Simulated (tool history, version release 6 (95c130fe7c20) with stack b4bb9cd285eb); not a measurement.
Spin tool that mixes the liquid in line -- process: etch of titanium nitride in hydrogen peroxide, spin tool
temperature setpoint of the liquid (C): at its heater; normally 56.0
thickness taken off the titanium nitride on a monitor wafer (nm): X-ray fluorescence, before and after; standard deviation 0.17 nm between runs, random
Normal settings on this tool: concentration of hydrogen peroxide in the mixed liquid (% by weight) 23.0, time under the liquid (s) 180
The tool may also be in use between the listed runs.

run    hour  temperature setpoint of the liquid (C)  concentration of hydrogen peroxide in the mixed liquid (% by weight)  time under the liquid (s)  wafers since the last listed run  hours since the thermometer was replaced  hours since the peroxide flow meter was replaced  hours since the heated supply line was repaired  hours since the drum of peroxide was connected  hours since the gauge calibration  read-back film thickness of the titanium nitride reference wafer, read on the same gauge (nm)  thickness taken off the titanium nitride on a monitor wafer (nm)
  1     0.0                                    56.0                                                                  23.0                        180                                 0                                    1633.5                                              49.7                                           2148.7                                            93.9                              832.0                                                                                          59.99                                                             20.32
  2    49.1                                    56.0                                                                  23.0                        180                               524                                    1682.6                                              98.8                                           2197.8                                           143.0                              881.1                                                                                          60.02                                                             19.83
  3   112.9                                    56.0                                                                  23.0                        180                               681                                    1746.4                                             162.6                                           2261.6                                           206.8                              944.9                                                                                          59.98                                                             19.60
  4   146.4                                    59.0                                                                  23.0                        180                               357                                    1779.9                                             196.1                                           2295.1                                           240.3                              978.4                                                                                          59.98                                                             24.21
  5   172.5                                    61.5                                                                  23.0                        180                               278                                    1806.0                                             222.2                                           2321.2                                           266.4                             1004.5                                                                                          59.99                                                             28.75
  6   232.6                                    61.5                                                                  23.0                        180                               641                                    1866.1                                             282.3                                           2381.3                                           326.5                             1064.6                                                                                          60.00                                                             28.56
  7   272.3                                    61.5                                                                  23.0                        180                               423                                    1905.8                                             322.0                                           2421.0                                           366.2                             1104.3                                                                                          60.00                                                             28.25
      330.5  -- gauge calibrated
  8   331.1                                    56.0                                                                  23.0                        180                               627                                    1964.6                                             380.8                                           2479.8                                           425.0                                0.6                                                                                          59.94                                                             19.50
  9   402.5                                    56.0                                                                  23.0                        180                               762                                    2036.0                                             452.2                                           2551.2                                           496.4                               72.0                                                                                          60.03                                                             19.18
 10   430.5                                    56.0                                                                  23.0                        180                               298                                    2064.0                                             480.2                                           2579.2                                           524.4                              100.0                                                                                          59.99                                                             19.05
 11   498.1                                    56.0                                                                  23.0                        255                               721                                    2131.6                                             547.8                                           2646.8                                           592.0                              167.6                                                                                          59.99                                                             27.16
      517.7  -- thermometer replaced
 12   523.9                                    47.5                                                                  26.0                        130                               264                                       6.2                                             573.6                                           2672.6                                           617.8                              193.4                                                                                          60.00                                                              8.81
      527.3  -- heated supply line repaired
 13   548.1                                    66.0                                                                  29.5                        210                               247                                      30.4                                             597.8                                             20.8                                           642.0                              217.6                                                                                          60.01                                                             53.16
      643.3  -- new drum of peroxide connected
 14   705.0                                    49.5                                                                  25.5                        225                              1664                                     187.3                                             754.7                                            177.7                                            61.7                              374.5                                                                                          60.00                                                             16.97
 15   772.7                                    52.0                                                                  27.5                        230                               722                                     255.0                                             822.4                                            245.4                                           129.4                              442.2                                                                                          60.04                                                             21.07
      835.8  -- peroxide flow meter replaced
 16   836.3                                    60.0                                                                  21.0                        180                               668                                     318.6                                               0.5                                            309.0                                           193.0                              505.8                                                                                          60.02                                                             28.15
 17   903.6                                    56.0                                                                  23.0                        180                               718                                     385.9                                              67.8                                            376.3                                           260.3                              573.1                                                                                          60.02                                                             21.32
 18  1046.5                                    56.0                                                                  18.0                        270                              1525                                     528.8                                             210.7                                            519.2                                           403.2                              716.0                                                                                          59.99                                                             30.34

Each row is a separate what-if for the run after 18, all from the same tool condition, not one after another. Results?
  A  1047.0                                    56.0                                                                  23.0                        180                                 5                                     529.3                                             211.2                                            519.7                                           403.7                              716.5                                                                                              ?                                                                 ?
  B  1047.0                                    56.0                                                                  18.5                        180                                 5                                     529.3                                             211.2                                            519.7                                           403.7                              716.5                                                                                              ?                                                                 ?
  C  1047.0                                    60.0                                                                  23.0                        180                                 5                                     529.3                                             211.2                                            519.7                                           403.7                              716.5                                                                                              ?                                                                 ?

run  read-back film thickness of the titanium nitride reference wafer, read on the same gauge (nm)  thickness taken off the titanium nitride on a monitor wafer (nm)
  A                                                                                          59.99                                                             20.86
  B                                                                                          59.99                                                             19.91
  C                                                                                          59.99                                                             27.49
The same runs, with their run-to-run variation unchanged, on a tool lacking any hidden condition would have given:
run  thickness taken off the titanium nitride on a monitor wafer (nm)
  A                                                             21.94
  B                                                             20.94
  C                                                             28.89
